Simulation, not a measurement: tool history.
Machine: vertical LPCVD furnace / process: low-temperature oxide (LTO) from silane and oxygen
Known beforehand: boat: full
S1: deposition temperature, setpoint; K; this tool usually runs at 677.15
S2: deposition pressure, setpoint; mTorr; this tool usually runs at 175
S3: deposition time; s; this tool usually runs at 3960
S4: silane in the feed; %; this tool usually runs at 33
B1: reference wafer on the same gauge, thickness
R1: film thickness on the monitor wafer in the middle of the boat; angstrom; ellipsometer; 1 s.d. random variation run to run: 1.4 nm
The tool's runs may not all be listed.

{"run": 1, "day": 0.0, "S1": 677.15, "S2": 175, "S3": 3960, "S4": 33, "B1": 463.38, "R1": 4118.7}
{"run": 2, "day": 1.142, "S1": 677.15, "S2": 175, "S3": 3960, "S4": 33, "B1": 463, "R1": 4115.5}
{"run": 3, "day": 3.442, "S1": 677.15, "S2": 175, "S3": 3960, "S4": 33, "B1": 462.98, "R1": 4152.8}
{"run": 4, "day": 6.35, "S1": 677.15, "S2": 175, "S3": 3960, "S4": 33, "B1": 462.83, "R1": 4128.9}
{"run": 5, "day": 7.958, "S1": 677.15, "S2": 175, "S3": 3960, "S4": 33, "B1": 463.13, "R1": 4118.6}
{"run": 6, "day": 9.092, "S1": 677.15, "S2": 175, "S3": 4290, "S4": 36, "B1": 462.77, "R1": 5000.3}
{"run": 7, "day": 17.908, "S1": 677.15, "S2": 175, "S3": 3960, "S4": 33, "B1": 462.86, "R1": 4147.3}
{"day": 25.312, "done": "silane flow controller replaced"}
{"run": 8, "day": 25.983, "S1": 674.15, "S2": 175, "S3": 3960, "S4": 33, "B1": 463.24, "R1": 4009.9}
{"day": 26.875, "done": "gauge calibrated"}
{"run": 9, "day": 27.029, "S1": 674.15, "S2": 175, "S3": 3960, "S4": 33, "B1": 463.05, "R1": 3995.8}
{"run": 10, "day": 29.721, "S1": 674.15, "S2": 175, "S3": 3960, "S4": 33, "B1": 462.9, "R1": 4006.9}
{"day": 31.692, "done": "thermocouples replaced and temperature profile calibrated"}
{"run": 11, "day": 31.733, "S1": 668.15, "S2": 175, "S3": 3960, "S4": 28, "B1": 463.12, "R1": 2924}
{"run": 12, "day": 33.767, "S1": 668.15, "S2": 175, "S3": 3960, "S4": 28, "B1": 462.97, "R1": 2924.9}
{"run": 13, "day": 34.85, "S1": 677.15, "S2": 175, "S3": 3960, "S4": 33, "B1": 463.1, "R1": 4116.3}
{"run": 14, "day": 37.158, "S1": 677.15, "S2": 175, "S3": 3960, "S4": 33, "B1": 463.19, "R1": 4139.3}
{"run": 15, "day": 39.333, "S1": 677.15, "S2": 175, "S3": 3960, "S4": 33, "B1": 462.93, "R1": 4142.5}
{"run": 16, "day": 40.775, "S1": 677.15, "S2": 140, "S3": 4740, "S4": 28, "B1": 463.21, "R1": 3072.6}
{"run": 17, "day": 42.683, "S1": 677.15, "S2": 160, "S3": 3510, "S4": 36, "B1": 463.42, "R1": 3756.2}
{"run": 18, "day": 44.121, "S1": 677.15, "S2": 210, "S3": 4500, "S4": 27, "B1": 462.99, "R1": 4239.7}
{"run": 19, "day": 46.075, "S1": 677.15, "S2": 175, "S3": 3960, "S4": 33, "B1": 463.3, "R1": 4108.9}
{"run": 20, "day": 47.842, "S1": 677.15, "S2": 175, "S3": 3960, "S4": 33, "B1": 463.08, "R1": 4119.3}
{"day": 50.671, "done": "pressure gauge zeroed"}
{"run": 21, "day": 56.692, "S1": 677.15, "S2": 190, "S3": 5100, "S4": 33, "B1": 463.13, "R1": 6044.4}
{"run": 22, "day": 58.025, "S1": 677.15, "S2": 220, "S3": 3960, "S4": 33, "B1": 462.94, "R1": 5471.5}
{"run": 23, "day": 59.125, "S1": 677.15, "S2": 160, "S3": 3510, "S4": 36, "B1": 462.91, "R1": 3922.8}
{"run": 24, "day": 61.258, "S1": 677.15, "S2": 175, "S3": 3960, "S4": 33, "B1": 462.85, "R1": 4314.3}
{"run": 25, "day": 64.454, "S1": 677.15, "S2": 145, "S3": 5310, "S4": 39, "B1": 462.8, "R1": 5918.1}
{"run": 26, "day": 65.583, "S1": 677.15, "S2": 175, "S3": 3960, "S4": 33, "B1": 462.86, "R1": 4262.2}
{"day": 65.879, "done": "gauge calibrated"}
{"run": 27, "day": 66.754, "S1": 677.15, "S2": 200, "S3": 3960, "S4": 33, "B1": 462.89, "R1": 4897.6}
{"run": 28, "day": 69.062, "S1": 677.15, "S2": 205, "S3": 3960, "S4": 30, "B1": 462.63, "R1": 4408.6}
{"run": 29, "day": 70.929, "S1": 677.15, "S2": 175, "S3": 3960, "S4": 33, "B1": 463.17, "R1": 4246.8}
{"run": 30, "day": 72.283, "S1": 667.15, "S2": 210, "S3": 3060, "S4": 33, "B1": 463.1, "R1": 3560}

Alternative continuations, all from the tool just after run 30; predict every row:
{"run": "A", "day": 72.533, "S1": 677.15, "S2": 175, "S3": 3960, "S4": 33, "B1": "?", "R1": "?"}
{"run": "B", "day": 72.533, "S1": 677.15, "S2": 175, "S3": 3960, "S4": 35, "B1": "?", "R1": "?"}
{"run": "C", "day": 72.533, "S1": 673.15, "S2": 175, "S3": 3960, "S4": 39, "B1": "?", "R1": "?"}
{"run": "D", "day": 72.533, "S1": 677.15, "S2": 190, "S3": 3960, "S4": 33, "B1": "?", "R1": "?"}

run=A B1=462.91 R1=4281.6
run=B B1=462.91 R1=4635.7
run=C B1=462.91 R1=5087.9
run=D B1=462.91 R1=4655.6
Without the tool's unlogged condition, the same runs would have read:
run=A R1=4362.8
run=B R1=4723.6
run=C R1=5184.4
run=D R1=4736.8

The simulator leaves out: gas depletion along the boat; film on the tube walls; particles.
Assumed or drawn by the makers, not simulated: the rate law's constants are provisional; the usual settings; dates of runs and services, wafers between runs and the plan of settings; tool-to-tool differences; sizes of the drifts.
